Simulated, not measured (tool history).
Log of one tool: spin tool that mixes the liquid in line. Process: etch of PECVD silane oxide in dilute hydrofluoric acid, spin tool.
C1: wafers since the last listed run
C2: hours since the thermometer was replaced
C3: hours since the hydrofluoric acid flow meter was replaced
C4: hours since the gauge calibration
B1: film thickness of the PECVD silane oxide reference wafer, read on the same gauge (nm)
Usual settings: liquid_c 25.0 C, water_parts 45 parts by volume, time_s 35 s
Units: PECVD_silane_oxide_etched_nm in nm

run 1 hour=0.0 | liquid_c=28.5 water_parts=45 time_s=35 | C1=0 C2=100.6 C3=385.6 C4=156.8 | B1=70.05 | PECVD_silane_oxide_etched_nm=17.28
run 2 hour=42.1 | liquid_c=28.5 water_parts=45 time_s=35 | C1=470 C2=142.7 C3=427.7 C4=198.9 | B1=69.97 | PECVD_silane_oxide_etched_nm=17.29
run 3 hour=102.4 | liquid_c=28.5 water_parts=45 time_s=35 | C1=673 C2=203.0 C3=488.0 C4=259.2 | B1=69.99 | PECVD_silane_oxide_etched_nm=17.44
run 4 hour=134.1 | liquid_c=25.0 water_parts=45 time_s=35 | C1=354 C2=234.7 C3=519.7 C4=290.9 | B1=69.99 | PECVD_silane_oxide_etched_nm=15.25
run 5 hour=199.7 | liquid_c=25.0 water_parts=50 time_s=35 | C1=733 C2=300.3 C3=585.3 C4=356.5 | B1=70.01 | PECVD_silane_oxide_etched_nm=13.73
run 6 hour=258.9 | liquid_c=25.0 water_parts=45 time_s=35 | C1=661 C2=359.5 C3=644.5 C4=415.7 | B1=70.02 | PECVD_silane_oxide_etched_nm=15.26
run 7 hour=296.0 | liquid_c=25.0 water_parts=45 time_s=35 | C1=414 C2=396.6 C3=681.6 C4=452.8 | B1=70.02 | PECVD_silane_oxide_etched_nm=15.50
-- hour=355.4 thermometer replaced, repeated, since the last time left the tool worse
run 8 hour=432.7 | liquid_c=28.0 water_parts=45 time_s=40 | C1=1516 C2=77.3 C3=818.3 C4=589.5 | B1=70.02 | PECVD_silane_oxide_etched_nm=17.65
run 9 hour=462.4 | liquid_c=28.0 water_parts=45 time_s=40 | C1=331 C2=107.0 C3=848.0 C4=619.2 | B1=70.01 | PECVD_silane_oxide_etched_nm=17.89
run 10 hour=489.3 | liquid_c=28.0 water_parts=45 time_s=40 | C1=300 C2=133.9 C3=874.9 C4=646.1 | B1=69.99 | PECVD_silane_oxide_etched_nm=17.70
run 11 hour=536.4 | liquid_c=25.0 water_parts=45 time_s=35 | C1=526 C2=181.0 C3=922.0 C4=693.2 | B1=70.01 | PECVD_silane_oxide_etched_nm=13.82
run 12 hour=562.2 | liquid_c=22.0 water_parts=60 time_s=20 | C1=288 C2=206.8 C3=947.8 C4=719.0 | B1=69.99 | PECVD_silane_oxide_etched_nm=5.17
run 13 hour=594.3 | liquid_c=23.0 water_parts=35 time_s=35 | C1=358 C2=238.9 C3=979.9 C4=751.1 | B1=69.98 | PECVD_silane_oxide_etched_nm=16.68
run 14 hour=637.4 | liquid_c=25.0 water_parts=45 time_s=35 | C1=481 C2=282.0 C3=1023.0 C4=794.2 | B1=70.00 | PECVD_silane_oxide_etched_nm=13.95
run 15 hour=701.5 | liquid_c=25.0 water_parts=45 time_s=35 | C1=716 C2=346.1 C3=1087.1 C4=858.3 | B1=69.98 | PECVD_silane_oxide_etched_nm=14.12
-- hour=712.9 hydrofluoric acid flow meter replaced
run 16 hour=767.2 | liquid_c=22.0 water_parts=45 time_s=45 | C1=723 C2=411.8 C3=54.3 C4=924.0 | B1=69.98 | PECVD_silane_oxide_etched_nm=16.26
run 17 hour=834.5 | liquid_c=25.0 water_parts=25 time_s=25 | C1=752 C2=479.1 C3=121.6 C4=991.3 | B1=70.02 | PECVD_silane_oxide_etched_nm=18.93
run 18 hour=895.3 | liquid_c=23.0 water_parts=25 time_s=50 | C1=679 C2=539.9 C3=182.4 C4=1052.1 | B1=69.99 | PECVD_silane_oxide_etched_nm=34.55
run 19 hour=938.9 | liquid_c=25.0 water_parts=45 time_s=35 | C1=487 C2=583.5 C3=226.0 C4=1095.7 | B1=69.98 | PECVD_silane_oxide_etched_nm=14.52
-- hour=961.7 thermometer replaced
-- hour=972.1 gauge calibrated
run 20 hour=994.8 | liquid_c=25.0 water_parts=45 time_s=25 | C1=613 C2=33.1 C3=281.9 C4=22.7 | B1=69.97 | PECVD_silane_oxide_etched_nm=9.72
run 21 hour=1019.3 | liquid_c=28.0 water_parts=40 time_s=35 | C1=273 C2=57.6 C3=306.4 C4=47.2 | B1=70.03 | PECVD_silane_oxide_etched_nm=17.57
run 22 hour=1057.3 | liquid_c=27.0 water_parts=45 time_s=40 | C1=424 C2=95.6 C3=344.4 C4=85.2 | B1=70.02 | PECVD_silane_oxide_etched_nm=17.16
run 23 hour=1089.0 | liquid_c=22.5 water_parts=45 time_s=35 | C1=354 C2=127.3 C3=376.1 C4=116.9 | B1=70.01 | PECVD_silane_oxide_etched_nm=12.34
run 24 hour=1129.5 | liquid_c=25.0 water_parts=45 time_s=35 | C1=452 C2=167.8 C3=416.6 C4=157.4 | B1=70.01 | PECVD_silane_oxide_etched_nm=13.88
run 25 hour=1162.1 | liquid_c=28.5 water_parts=30 time_s=35 | C1=364 C2=200.4 C3=449.2 C4=190.0 | B1=69.99 | PECVD_silane_oxide_etched_nm=24.67
run 26 hour=1197.7 | liquid_c=25.0 water_parts=45 time_s=25 | C1=397 C2=236.0 C3=484.8 C4=225.6 | B1=69.94 | PECVD_silane_oxide_etched_nm=9.99
run 27 hour=1265.1 | liquid_c=22.5 water_parts=45 time_s=35 | C1=753 C2=303.4 C3=552.2 C4=293.0 | B1=69.98 | PECVD_silane_oxide_etched_nm=12.74
run 28 hour=1324.7 | liquid_c=25.0 water_parts=45 time_s=20 | C1=666 C2=363.0 C3=611.8 C4=352.6 | B1=69.97 | PECVD_silane_oxide_etched_nm=8.04
run 29 hour=1384.9 | liquid_c=28.0 water_parts=25 time_s=55 | C1=672 C2=423.2 C3=672.0 C4=412.8 | B1=70.01 | PECVD_silane_oxide_etched_nm=47.09
run 30 hour=1430.4 | liquid_c=30.0 water_parts=55 time_s=50 | C1=508 C2=468.7 C3=717.5 C4=458.3 | B1=70.01 | PECVD_silane_oxide_etched_nm=20.03
run 31 hour=1484.8 | liquid_c=25.0 water_parts=45 time_s=35 | C1=607 C2=523.1 C3=771.9 C4=512.7 | B1=70.00 | PECVD_silane_oxide_etched_nm=14.41
-- hour=1526.1 thermometer replaced
run 32 hour=1642.2 | liquid_c=25.0 water_parts=45 time_s=45 | C1=1747 C2=116.1 C3=929.3 C4=670.1 | B1=69.94 | PECVD_silane_oxide_etched_nm=17.65
run 33 hour=1682.2 | liquid_c=23.0 water_parts=45 time_s=35 | C1=446 C2=156.1 C3=969.3 C4=710.1 | B1=69.98 | PECVD_silane_oxide_etched_nm=12.79

Hidden state or all else? Some run-to-run changes of PECVD_silane_oxide_etched_nm, split into what the settings, what came in and random variation would give without the hidden state, and what is left for the hidden state (with any gauge scatter that isn't in both results):
The hidden state here: liquid hotter than its thermometer reads (K); hydrofluoric acid flow above the setpoint (%); gauge reads high (%).
Run 7 -> 8: liquid_c 25.0 -> 28.0, time_s 35 -> 40, thermometer replaced, repeated, since the last time left the tool worse. PECVD_silane_oxide_etched_nm +2.15 nm: hidden state -1.60, all else +3.75.
Run 18 -> 19: liquid_c 23.0 -> 25.0, water_parts 25 -> 45, time_s 50 -> 35. PECVD_silane_oxide_etched_nm -20.03 nm: hidden state -0.95, all else -19.08.
Run 28 -> 29: liquid_c 25.0 -> 28.0, water_parts 45 -> 25, time_s 20 -> 55. PECVD_silane_oxide_etched_nm +39.05 nm: hidden state +1.60, all else +37.45.
Run 29 -> 30: liquid_c 28.0 -> 30.0, water_parts 25 -> 55, time_s 55 -> 50. PECVD_silane_oxide_etched_nm -27.06 nm: hidden state -1.04, all else -26.02.
